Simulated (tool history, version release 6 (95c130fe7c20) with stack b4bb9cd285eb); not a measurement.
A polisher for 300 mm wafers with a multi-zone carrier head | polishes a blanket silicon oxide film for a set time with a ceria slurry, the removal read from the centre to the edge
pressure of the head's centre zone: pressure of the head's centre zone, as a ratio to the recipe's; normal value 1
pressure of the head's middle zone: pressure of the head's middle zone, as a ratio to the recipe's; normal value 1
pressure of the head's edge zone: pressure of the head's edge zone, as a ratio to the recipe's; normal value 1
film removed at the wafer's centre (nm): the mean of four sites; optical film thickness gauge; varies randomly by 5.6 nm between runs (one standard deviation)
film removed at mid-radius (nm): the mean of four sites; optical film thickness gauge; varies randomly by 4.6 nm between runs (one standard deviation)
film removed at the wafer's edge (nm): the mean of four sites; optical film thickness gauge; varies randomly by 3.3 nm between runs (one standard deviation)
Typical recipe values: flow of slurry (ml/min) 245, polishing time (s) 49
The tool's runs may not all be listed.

| run | hour | flow of slurry (ml/min) | pressure of the head's centre zone | pressure of the head's middle zone | pressure of the head's edge zone | polishing time (s) | incoming thickness of the incoming film, nm | film removed at the wafer's centre (nm) | film removed at mid-radius (nm) | film removed at the wafer's edge (nm) |
|---|---|---|---|---|---|---|---|---|---|---|
| 1 | 0 | 245 | 1 | 1 | 1 | 49 | 1401.5 | 380 | 364.3 | 367.4 |
| 2 | 24.8 | 245 | 1 | 1 | 1 | 49 | 1421.6 | 368.2 | 360.6 | 360.9 |
| 3 | 38 | 245 | 1 | 1 | 1 | 49 | 1404.3 | 365.6 | 351.9 | 354.4 |
| 4 | 69.5 | 290 | 1 | 1 | 0.96 | 49 | 1415.8 | 405.4 | 397.8 | 392.9 |
| 5 | 103.4 | 245 | 1 | 0.93 | 1 | 49 | 1437.3 | 388.5 | 360.2 | 388.4 |
| 6 | 130.6 | 245 | 1 | 1 | 1 | 49 | 1419.5 | 388.5 | 377.5 | 380.8 |
| 7 | 150.6 | 245 | 1 | 1 | 1.04 | 61 | 1389.7 | 463.6 | 449.7 | 465.9 |
| 8 | 170.2 | 245 | 1 | 1 | 1 | 49 | 1389.7 | 363 | 359.4 | 363.3 |
| 9 | 201.1 | 300 | 1 | 0.91 | 1 | 58 | 1436.6 | 424.6 | 390.9 | 432.4 |
| 10 | 236.7 | 245 | 1 | 1 | 1 | 49 | 1394.4 | 398.7 | 385.3 | 396.1 |
| 11 | 253.7 | 310 | 1 | 1 | 1 | 65 | 1418.3 | 526.5 | 525.6 | 534 |
| 12 | 266.8 | 165 | 1.03 | 1 | 0.95 | 49 | 1415.7 | 361.1 | 357 | 361.9 |
| 13 | 307.2 | 160 | 0.94 | 0.97 | 0.94 | 49 | 1396.8 | 309.7 | 325.7 | 340.9 |
| 14 | 337.5 | 200 | 0.9 | 1 | 0.89 | 38 | 1408.7 | 238.9 | 266.6 | 261.5 |
| 15 | 353.3 | 245 | 1 | 1 | 1.1 | 49 | 1395.8 | 352.3 | 347.8 | 377.2 |
| 16 | 382.1 | 245 | 1 | 1 | 1 | 49 | 1395 | 353.3 | 343.6 | 350.1 |
| 17 | 400.6 | 245 | 1 | 0.92 | 1 | 49 | 1394.4 | 338.1 | 316 | 346 |
| 18 | 429.7 | 245 | 1 | 1 | 1 | 49 | 1416.2 | 378.7 | 368.4 | 381.4 |
| 19 | 462.1 | 165 | 1.03 | 1 | 0.95 | 49 | 1406.6 | 333.9 | 323.5 | 337.1 |
| 20 | 481 | 280 | 1.09 | 1 | 1 | 56 | 1415.7 | 459.7 | 414.1 | 425.2 |
| 21 | 515.5 | 280 | 1 | 1.07 | 0.96 | 49 | 1423.3 | 349.2 | 379.1 | 353.9 |

Taken out of this log: 5 entries between the listed runs. Where each belongs, and how the hidden state differs across it:
In the gap between runs 3 and 4: worn pad replaced by a new one (hour 49.8)
  removal rate lost through wear of the pad, %: 11.2 -> 1.72; slurry flow missing at the pad, %: 5.52 -> 7.56
  measured result minus the result with no hidden state, film removed at the wafer's centre (nm): -49.8 -> -11.2; film removed at mid-radius (nm): -47.6 -> -10.6; film removed at the wafer's edge (nm): -47.2 -> -9.6
In the gap between runs 8 and 9: centre zone pressure recalibrated (hour 200)
  removal rate lost through wear of the pad, %: 8.44 -> 10.5; slurry flow missing at the pad, %: 14.1 -> 16
  measured result minus the result with no hidden state, film removed at the wafer's centre (nm): -43.1 -> -60.6; film removed at mid-radius (nm): -41.7 -> -54.8; film removed at the wafer's edge (nm): -39.9 -> -58.3
In the gap between runs 9 and 10: worn pad replaced by a new one (hour 231)
  removal rate lost through wear of the pad, %: 10.5 -> 0.411; slurry flow missing at the pad, %: 16 -> 18.3
  measured result minus the result with no hidden state, film removed at the wafer's centre (nm): -60.6 -> -15.2; film removed at mid-radius (nm): -54.8 -> -13.4; film removed at the wafer's edge (nm): -58.3 -> -10.6
In the gap between runs 10 and 11: carrier head's membrane replaced by a new one (hour 253.2)
  removal rate lost through wear of the pad, %: 0.411 -> 1.55; slurry flow missing at the pad, %: 18.3 -> 19.4
  measured result minus the result with no hidden state, film removed at the wafer's centre (nm): -15.2 -> -23.3; film removed at mid-radius (nm): -13.4 -> -21.8; film removed at the wafer's edge (nm): -10.6 -> -18.8
In the gap between runs 17 and 18: worn pad replaced by a new one (hour 411.5)
  removal rate lost through wear of the pad, %: 11.3 -> 2.05; slurry flow missing at the pad, %: 28.9 -> 30.8
  measured result minus the result with no hidden state, film removed at the wafer's centre (nm): -67.4 -> -34.8; film removed at mid-radius (nm): -60.6 -> -31.1; film removed at the wafer's edge (nm): -60.5 -> -25.7
